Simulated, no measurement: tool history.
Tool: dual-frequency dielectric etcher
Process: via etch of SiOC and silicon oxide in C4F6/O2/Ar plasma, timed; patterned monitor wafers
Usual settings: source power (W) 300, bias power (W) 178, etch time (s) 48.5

run	hour	source power (W)	bias power (W)	etch time (s)	read-back reference wafer on the same gauge, depth_nm	mean etch depth across the wafer (angstrom)
1	0	300	178	48.5	45.16	519.7
2	42.4	300	178	48.5	45.16	515.8
3	84.7	300	178	48.5	45.1	516.4
4	176.4	300	178	48.5	45.06	515.7
# hour 199: gauge calibrated
# hour 205.2: wet clean of the chamber, repeated, since the last time left the tool worse
5	210.7	300	178	48.5	45.1	496.5
6	240.1	300	178	48.5	44.95	497.7
7	286.1	300	178	48.5	45.15	497.2
8	341.3	300	137	48.5	45.07	434.5
9	381.7	370	138	37.5	45.09	363.3
10	428.1	300	152	62	45.07	589.2
11	484.2	330	178	59.5	45.04	627.6
12	547.9	300	178	61.5	45.05	627
13	583.4	300	178	60	45.03	607.8
14	634.2	300	192	48.5	45.12	505.7
# hour 672.4: wet clean of the chamber
15	696.4	300	178	48.5	45.14	499.3
16	746.5	300	178	48.5	45.12	493
17	789.1	300	136	37.5	45.13	333.8

Forecast run 18:
# hour 812.2: bias power generator calibrated
18	828.9	230	138	56	?	?

{"run 18": {"read-back reference wafer on the same gauge, depth_nm": 45.15, "mean etch depth across the wafer (angstrom)": 452.6}}
Without the tool's hidden state the same run would have given mean etch depth across the wafer (angstrom) 457.7.
